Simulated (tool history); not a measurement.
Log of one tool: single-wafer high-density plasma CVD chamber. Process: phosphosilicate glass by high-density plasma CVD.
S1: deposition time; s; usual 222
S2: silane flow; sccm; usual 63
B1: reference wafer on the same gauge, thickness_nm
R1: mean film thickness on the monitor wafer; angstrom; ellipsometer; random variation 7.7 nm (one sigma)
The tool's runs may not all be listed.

run 1 hour=0 | S1=222 S2=67 | B1=1278.618 | R1=13766.5
run 2 hour=79.8 | S1=222 S2=67 | B1=1279.055 | R1=13641.75
run 3 hour=105.6 | S1=222 S2=67 | B1=1280.397 | R1=13833.7
run 4 hour=139.3 | S1=222 S2=63 | B1=1279.047 | R1=13125.79
run 5 hour=161.1 | S1=222 S2=63 | B1=1280.784 | R1=13027.9
run 6 hour=186.7 | S1=222 S2=63 | B1=1278.279 | R1=13036.76
run 7 hour=210.8 | S1=222 S2=69 | B1=1279.14 | R1=14152.36
run 8 hour=242 | S1=222 S2=69 | B1=1281.108 | R1=13951.16
-- hour=264.4 gauge calibrated
run 9 hour=265.6 | S1=222 S2=63 | B1=1279.48 | R1=12850.21
run 10 hour=293.5 | S1=222 S2=63 | B1=1278.53 | R1=13149.87
run 11 hour=317.3 | S1=222 S2=63 | B1=1279.763 | R1=12958.13
run 12 hour=344.2 | S1=222 S2=63 | B1=1279.806 | R1=13109.83
run 13 hour=365 | S1=247 S2=70 | B1=1280.902 | R1=15785.74
run 14 hour=400.5 | S1=247 S2=70 | B1=1280.894 | R1=15872.68
run 15 hour=413.3 | S1=247 S2=70 | B1=1280.225 | R1=15817.1
run 16 hour=438.3 | S1=222 S2=63 | B1=1278.446 | R1=13027.58
-- hour=450.4 silane flow controller replaced
run 17 hour=456 | S1=178 S2=63 | B1=1281.364 | R1=10502.95
run 18 hour=485.3 | S1=222 S2=63 | B1=1279.655 | R1=12952.85
run 19 hour=502.6 | S1=234 S2=54 | B1=1280.251 | R1=12009.68
run 20 hour=524.5 | S1=190 S2=63 | B1=1279.601 | R1=11197.64
run 21 hour=545.6 | S1=203 S2=63 | B1=1281.449 | R1=11913.91
run 22 hour=577.8 | S1=260 S2=53 | B1=1278.858 | R1=13334.71
run 23 hour=600.8 | S1=195 S2=72 | B1=1278.672 | R1=12823.66
run 24 hour=618.4 | S1=222 S2=72 | B1=1280.846 | R1=14670.18
run 25 hour=643.2 | S1=222 S2=63 | B1=1281.646 | R1=13074.2
run 26 hour=665.1 | S1=222 S2=67 | B1=1280.112 | R1=13698.62
run 27 hour=687.5 | S1=222 S2=74 | B1=1280.283 | R1=14912.2
run 28 hour=703.1 | S1=222 S2=63 | B1=1281.222 | R1=13076.88
run 29 hour=732.6 | S1=186 S2=73 | B1=1279.604 | R1=12351.17
run 30 hour=750.7 | S1=222 S2=52 | B1=1279.988 | R1=11111.16
run 31 hour=776.8 | S1=265 S2=54 | B1=1278.781 | R1=13677.43
run 32 hour=810.7 | S1=201 S2=59 | B1=1280.721 | R1=11133.88
run 33 hour=828.8 | S1=193 S2=57 | B1=1281.533 | R1=10380.91

What the log doesn't show, run by run:
delivered silane flow above the setpoint (%): 0 in every run
gauge reads high (%): 0 in every run

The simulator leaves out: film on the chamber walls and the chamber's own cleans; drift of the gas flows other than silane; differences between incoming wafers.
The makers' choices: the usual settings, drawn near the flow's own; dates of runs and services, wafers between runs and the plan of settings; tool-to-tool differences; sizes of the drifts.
